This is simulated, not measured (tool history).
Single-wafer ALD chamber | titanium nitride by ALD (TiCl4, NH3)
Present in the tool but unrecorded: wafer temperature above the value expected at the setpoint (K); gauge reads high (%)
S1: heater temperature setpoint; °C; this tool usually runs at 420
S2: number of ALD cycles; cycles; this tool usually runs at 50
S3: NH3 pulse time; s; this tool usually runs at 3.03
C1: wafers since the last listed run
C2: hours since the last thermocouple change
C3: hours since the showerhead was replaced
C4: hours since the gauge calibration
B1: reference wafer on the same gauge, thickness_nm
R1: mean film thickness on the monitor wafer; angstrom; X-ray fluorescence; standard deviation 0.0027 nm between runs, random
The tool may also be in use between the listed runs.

run 1 hour=0.0 | S1=420 S2=50 S3=3.03 | C1=0 C2=1124.9 C3=2138.7 C4=1481.7 | B1=1.187 | R1=10.99
run 2 hour=36.1 | S1=420 S2=50 S3=3.03 | C1=107 C2=1161.0 C3=2174.8 C4=1517.8 | B1=1.187 | R1=11.01
run 3 hour=137.2 | S1=420 S2=50 S3=3.03 | C1=299 C2=1262.1 C3=2275.9 C4=1618.9 | B1=1.188 | R1=11.01
run 4 hour=216.0 | S1=431 S2=50 S3=2.72 | C1=233 C2=1340.9 C3=2354.7 C4=1697.7 | B1=1.189 | R1=11.00
run 5 hour=292.2 | S1=431 S2=50 S3=2.72 | C1=225 C2=1417.1 C3=2430.9 C4=1773.9 | B1=1.190 | R1=10.97
run 6 hour=383.4 | S1=431 S2=50 S3=2.72 | C1=270 C2=1508.3 C3=2522.1 C4=1865.1 | B1=1.190 | R1=11.02
run 7 hour=422.1 | S1=428 S2=50 S3=3.03 | C1=114 C2=1547.0 C3=2560.8 C4=1903.8 | B1=1.192 | R1=11.04
run 8 hour=507.7 | S1=409 S2=50 S3=2.47 | C1=253 C2=1632.6 C3=2646.4 C4=1989.4 | B1=1.194 | R1=10.94
run 9 hour=572.1 | S1=420 S2=50 S3=2.37 | C1=190 C2=1697.0 C3=2710.8 C4=2053.8 | B1=1.193 | R1=10.97
run 10 hour=639.0 | S1=420 S2=50 S3=2.37 | C1=198 C2=1763.9 C3=2777.7 C4=2120.7 | B1=1.193 | R1=10.92
run 11 hour=743.2 | S1=420 S2=45 S3=3.03 | C1=308 C2=1868.1 C3=2881.9 C4=2224.9 | B1=1.196 | R1=9.98
run 12 hour=790.9 | S1=420 S2=45 S3=3.03 | C1=141 C2=1915.8 C3=2929.6 C4=2272.6 | B1=1.195 | R1=9.99
run 13 hour=859.9 | S1=420 S2=45 S3=3.03 | C1=204 C2=1984.8 C3=2998.6 C4=2341.6 | B1=1.197 | R1=10.03
run 14 hour=946.5 | S1=420 S2=50 S3=3.03 | C1=256 C2=2071.4 C3=3085.2 C4=2428.2 | B1=1.197 | R1=11.12
run 15 hour=1025.1 | S1=428 S2=58 S3=2.29 | C1=233 C2=2150.0 C3=3163.8 C4=2506.8 | B1=1.199 | R1=12.76
-- hour=1068.1 gauge calibrated
run 16 hour=1226.4 | S1=420 S2=45 S3=3.03 | C1=596 C2=2351.3 C3=3365.1 C4=158.3 | B1=1.170 | R1=9.73
run 17 hour=1296.2 | S1=428 S2=58 S3=2.32 | C1=206 C2=2421.1 C3=3434.9 C4=228.1 | B1=1.172 | R1=12.48
run 18 hour=1380.3 | S1=420 S2=50 S3=3.03 | C1=249 C2=2505.2 C3=3519.0 C4=312.2 | B1=1.171 | R1=10.84
-- hour=1479.4 showerhead replaced
run 19 hour=1487.3 | S1=407 S2=45 S3=3.76 | C1=293 C2=2612.2 C3=7.9 C4=419.2 | B1=1.172 | R1=9.84
run 20 hour=1529.2 | S1=407 S2=45 S3=3.76 | C1=124 C2=2654.1 C3=49.8 C4=461.1 | B1=1.173 | R1=9.78
run 21 hour=1600.1 | S1=412 S2=54 S3=2.43 | C1=210 C2=2725.0 C3=120.7 C4=532.0 | B1=1.173 | R1=11.66
run 22 hour=1653.2 | S1=420 S2=57 S3=2.51 | C1=157 C2=2778.1 C3=173.8 C4=585.1 | B1=1.175 | R1=12.38
run 23 hour=1730.8 | S1=431 S2=44 S3=3.03 | C1=230 C2=2855.7 C3=251.4 C4=662.7 | B1=1.175 | R1=9.60
-- hour=1801.7 thermocouple changed; heater temperature recalibrated
run 24 hour=1830.1 | S1=433 S2=56 S3=2.03 | C1=270 C2=28.4 C3=350.7 C4=762.0 | B1=1.177 | R1=12.05
run 25 hour=1891.1 | S1=416 S2=45 S3=3.03 | C1=180 C2=89.4 C3=411.7 C4=823.0 | B1=1.177 | R1=9.75
run 26 hour=2186.3 | S1=428 S2=44 S3=4.00 | C1=875 C2=384.6 C3=706.9 C4=1118.2 | B1=1.180 | R1=9.67
run 27 hour=2290.3 | S1=420 S2=45 S3=3.03 | C1=308 C2=488.6 C3=810.9 C4=1222.2 | B1=1.182 | R1=9.87

For each entry between runs, how does the tool's hidden state at the last listed run before it compare with that at the first listed run after it?
Between runs 15 and 16: gauge calibrated (hour 1068.1)
  gauge reads high (%): 2.42 -> -0.0134
  difference, measured minus the result without the unlogged condition, R1: +0.30 -> -0.01 angstrom
Between runs 18 and 19: showerhead replaced (hour 1479.4)
  gauge reads high (%): 0.136 -> 0.241
  difference, measured minus the result without the unlogged condition, R1: +0.01 -> +0.02 angstrom
Between runs 23 and 24: thermocouple changed; heater temperature recalibrated (hour 1801.7)
  gauge reads high (%): 0.478 -> 0.574
  difference, measured minus the result without the unlogged condition, R1: +0.05 -> +0.07 angstrom
